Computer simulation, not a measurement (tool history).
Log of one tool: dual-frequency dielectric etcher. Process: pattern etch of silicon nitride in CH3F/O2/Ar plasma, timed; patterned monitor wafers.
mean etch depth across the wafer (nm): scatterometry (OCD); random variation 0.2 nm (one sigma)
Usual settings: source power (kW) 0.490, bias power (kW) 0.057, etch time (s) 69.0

run    hour  source power (kW)  bias power (kW)  etch time (s)  wafers since the last listed run  hours since the last wet clean  hours since the last source power generator calibration  hours since the last bias power generator calibration  hours since the last upper electrode change  hours since the gauge calibration  read-back reference wafer on the same gauge, depth_nm  mean etch depth across the wafer (nm)
  1     0.0              0.490            0.057           60.0                                 0                            16.1                                                    378.5                                                 1985.8                                       1514.7                              932.8                                                  44.26                                  41.32
  2    42.2              0.490            0.057           60.0                               524                            58.3                                                    420.7                                                 2028.0                                       1556.9                              975.0                                                  44.37                                  41.34
  3    81.3              0.490            0.057           60.0                               485                            97.4                                                    459.8                                                 2067.1                                       1596.0                             1014.1                                                  44.39                                  41.21
  4   136.0              0.420            0.063           69.0                               679                           152.1                                                    514.5                                                 2121.8                                       1650.7                             1068.8                                                  44.29                                  44.88
  5   243.1              0.420            0.063           69.0                              1330                           259.2                                                    621.6                                                 2228.9                                       1757.8                             1175.9                                                  44.36                                  44.46
      386.5  -- wet clean of the chamber
  6   387.0              0.420            0.063           69.0                              1489                             0.5                                                    765.5                                                 2372.8                                       1901.7                             1319.8                                                  44.30                                  43.34
  7   473.6              0.490            0.057           56.5                              1075                            87.1                                                    852.1                                                 2459.4                                       1988.3                             1406.4                                                  44.23                                  37.01
      542.3  -- upper electrode replaced
  8   542.8              0.490            0.057           56.5                               561                           156.3                                                    921.3                                                 2528.6                                          0.5                             1475.6                                                  44.24                                  36.72
  9   583.7              0.490            0.057           56.5                               508                           197.2                                                    962.2                                                 2569.5                                         41.4                             1516.5                                                  44.39                                  36.29
 10   664.8              0.490            0.057           69.0                              1007                           278.3                                                   1043.3                                                 2650.6                                        122.5                             1597.6                                                  44.28                                  44.55
 11   728.3              0.490            0.057           59.0                               788                           341.8                                                   1106.8                                                 2714.1                                        186.0                             1661.1                                                  44.39                                  38.03
      782.0  -- wet clean of the chamber, repeated, since the last time left the tool worse
 12   782.5              0.490            0.057           59.0                               375                             0.5                                                   1161.0                                                 2768.3                                        240.2                             1715.3                                                  44.36                                  40.47
      841.8  -- gauge calibrated
 13   850.8              0.490            0.057           69.0                               848                            68.8                                                   1229.3                                                 2836.6                                        308.5                                9.0                                                  44.32                                  47.42
 14   921.5              0.490            0.057           60.0                               878                           139.5                                                   1300.0                                                 2907.3                                        379.2                               79.7                                                  44.22                                  40.94
      954.1  -- bias power generator calibrated
 15   977.6              0.590            0.063           69.0                               647                           195.6                                                   1356.1                                                   23.5                                        435.3                              135.8                                                  44.29                                  52.45
 16  1027.7              0.390            0.057           58.0                               622                           245.7                                                   1406.2                                                   73.6                                        485.4                              185.9                                                  44.26                                  35.50
     1088.6  -- wet clean of the chamber
 17  1122.5              0.580            0.065           84.5                               879                            33.9                                                   1501.0                                                  168.4                                        580.2                              280.7                                                  44.33                                  64.95
     1126.7  -- source power generator calibrated
 18  1225.0              0.540            0.053           69.0                              1223                           136.4                                                     98.3                                                  270.9                                        682.7                              383.2                                                  44.36                                  48.71
 19  1323.6              0.440            0.052           55.0                              1224                           235.0                                                    196.9                                                  369.5                                        781.3                              481.8                                                  44.35                                  34.38
 20  1423.3              0.430            0.062           69.0                              1238                           334.7                                                    296.6                                                  469.2                                        881.0                              581.5                                                  44.29                                  44.65
     1474.1  -- wet clean of the chamber
 21  1474.6              0.440            0.062           49.0                               339                             0.5                                                    347.9                                                  520.5                                        932.3                              632.8                                                  44.22                                  32.73
 22  1509.7              0.490            0.057           69.0                               435                            35.6                                                    383.0                                                  555.6                                        967.4                              667.9                                                  44.28                                  47.26
 23  1604.0              0.490            0.062           69.0                              1171                           129.9                                                    477.3                                                  649.9                                       1061.7                              762.2                                                  44.26                                  48.19
 24  1679.5              0.490            0.064           69.0                               937                           205.4                                                    552.8                                                  725.4                                       1137.2                              837.7                                                  44.29                                  48.75

Forecast each of these 4 alternatives for the next run:
  A  1679.9              0.590            0.057           69.0                                 4                           205.8                                                    553.2                                                  725.8                                       1137.6                              838.1                                                      ?                                      ?
  B  1679.9              0.490            0.051           56.5                                 4                           205.8                                                    553.2                                                  725.8                                       1137.6                              838.1                                                      ?                                      ?
  C  1679.9              0.490            0.065           89.0                                 4                           205.8                                                    553.2                                                  725.8                                       1137.6                              838.1                                                      ?                                      ?
  D  1679.9              0.460            0.064           69.0                                 4                           205.8                                                    553.2                                                  725.8                                       1137.6                              838.1                                                      ?                                      ?

run  read-back reference wafer on the same gauge, depth_nm  mean etch depth across the wafer (nm)
  A                                                  44.34                                  51.38
  B                                                  44.34                                  37.55
  C                                                  44.34                                  62.92
  D                                                  44.34                                  47.16
Without the tool's hidden state the same runs would have given:
run  mean etch depth across the wafer (nm)
  A                                  51.96
  B                                  37.98
  C                                  63.63
  D                                  47.69
